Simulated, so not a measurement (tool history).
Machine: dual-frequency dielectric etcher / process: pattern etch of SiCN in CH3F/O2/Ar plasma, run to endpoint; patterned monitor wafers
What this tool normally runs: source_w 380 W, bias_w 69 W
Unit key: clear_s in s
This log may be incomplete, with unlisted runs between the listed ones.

run,hour,source_w,bias_w,"incoming incoming film thickness, nm",clear_s
1,0.0,380,57,12.73,35.4
2,26.7,380,57,12.68,35.5
3,50.6,380,57,12.70,35.1
4,84.3,380,69,12.62,33.2
5,108.1,380,69,12.57,33.6
6,126.5,380,69,12.69,33.7
# hour 150.7: source power generator calibrated
7,151.2,380,69,12.61,33.9
8,170.7,380,69,12.79,33.7
9,201.6,380,69,12.68,33.3
10,218.7,380,78,12.79,33.2
11,246.8,380,75,12.75,33.3
12,265.5,380,69,12.76,33.7
# hour 292.9: upper electrode replaced
13,293.4,330,86,12.76,33.7
14,304.1,380,69,12.69,34.3
# hour 334.9: wet clean of the chamber
15,335.4,380,69,12.77,33.4
16,351.5,460,69,12.70,31.3
# hour 365.3: bias power generator calibrated
17,444.5,380,69,12.73,33.8
18,480.4,310,65,12.67,36.9
19,510.7,380,53,12.80,36.0
20,532.7,420,77,12.74,31.1
21,563.2,380,69,12.70,33.6
22,629.9,380,69,12.76,34.2
23,646.9,480,69,12.77,30.8
24,673.5,440,69,12.69,31.9
25,689.4,470,61,12.77,32.1
26,721.0,440,63,12.80,32.8
# hour 760.0: wet clean of the chamber
27,760.5,320,69,12.70,35.8
28,760.8,380,69,12.68,33.8
29,791.1,340,58,12.78,36.8
30,820.5,420,63,12.78,33.7
31,843.2,460,81,12.61,30.2
32,859.8,380,69,12.94,34.4
33,873.1,380,69,12.61,33.0
34,889.5,280,83,12.76,35.8
35,910.0,430,75,12.72,31.6

Exercise: give the hidden state of the tool at every run:
etch rate over this chamber's usual, %: 0 on each run
source power that arrives over what is set, %: 0 on each run
bias power that arrives over what is set, %: 0 on each run
